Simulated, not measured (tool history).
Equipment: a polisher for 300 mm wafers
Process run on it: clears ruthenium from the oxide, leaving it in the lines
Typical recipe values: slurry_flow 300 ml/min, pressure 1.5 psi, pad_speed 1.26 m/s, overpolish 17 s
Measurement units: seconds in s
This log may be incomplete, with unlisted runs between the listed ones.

run,hour,slurry_flow,pressure,pad_speed,overpolish,"incoming thickness of the incoming film, nm",seconds
1,0.0,300,1.5,1.26,17,105.3,97.0
2,46.4,370,1.5,1.26,17,104.9,93.6
# hour 54.8: slurry nozzle cleaned
3,95.0,300,1.5,1.26,17,103.7,93.8
# hour 112.9: worn pad replaced by a new one
4,168.7,300,1.5,1.26,17,104.4,93.7
5,261.2,300,1.5,1.26,17,105.1,96.6
6,349.1,300,1.9,0.94,17,103.1,99.5
# hour 419.2: worn pad replaced by a new one
# hour 429.9: slurry nozzle cleaned
7,433.3,300,1.9,0.94,17,105.3,98.0
8,539.9,300,1.9,0.94,17,103.7,99.3
# hour 568.1: head pressure recalibrated
9,589.9,300,1.4,1.26,17,105.2,103.8
10,670.4,300,1.5,1.26,17,104.8,94.7
11,721.7,205,1.2,0.88,26,104.4,174.7
# hour 735.4: slurry nozzle cleaned
12,758.5,260,1.2,1.44,7,104.0,104.4
# hour 773.7: worn pad replaced by a new one
13,939.3,300,1.7,1.00,11,106.2,104.6
14,1037.9,245,1.9,1.10,17,104.3,85.3
# hour 1079.4: slurry nozzle cleaned
15,1126.1,300,1.5,1.26,17,103.7,92.6
# hour 1148.2: worn pad replaced by a new one
16,1231.7,300,1.9,0.94,17,104.8,98.4
17,1283.3,390,1.4,0.90,27,105.2,139.3
18,1347.3,235,1.5,1.04,22,103.8,115.9
# hour 1359.0: slurry nozzle cleaned
19,1390.7,335,1.7,1.14,10,107.0,94.1
# hour 1452.0: head pressure recalibrated
# hour 1509.0: worn pad replaced by a new one
20,1632.4,385,1.2,1.40,8,104.5,102.9

What was the tool's hidden state at every run in the log?
removal rate lost through wear of the pad, %: 0, the same for each run
slurry flow missing at the pad, %: 0, the same for each run
deviation of the head's pressure from its setpoint, %: 0, the same for each run
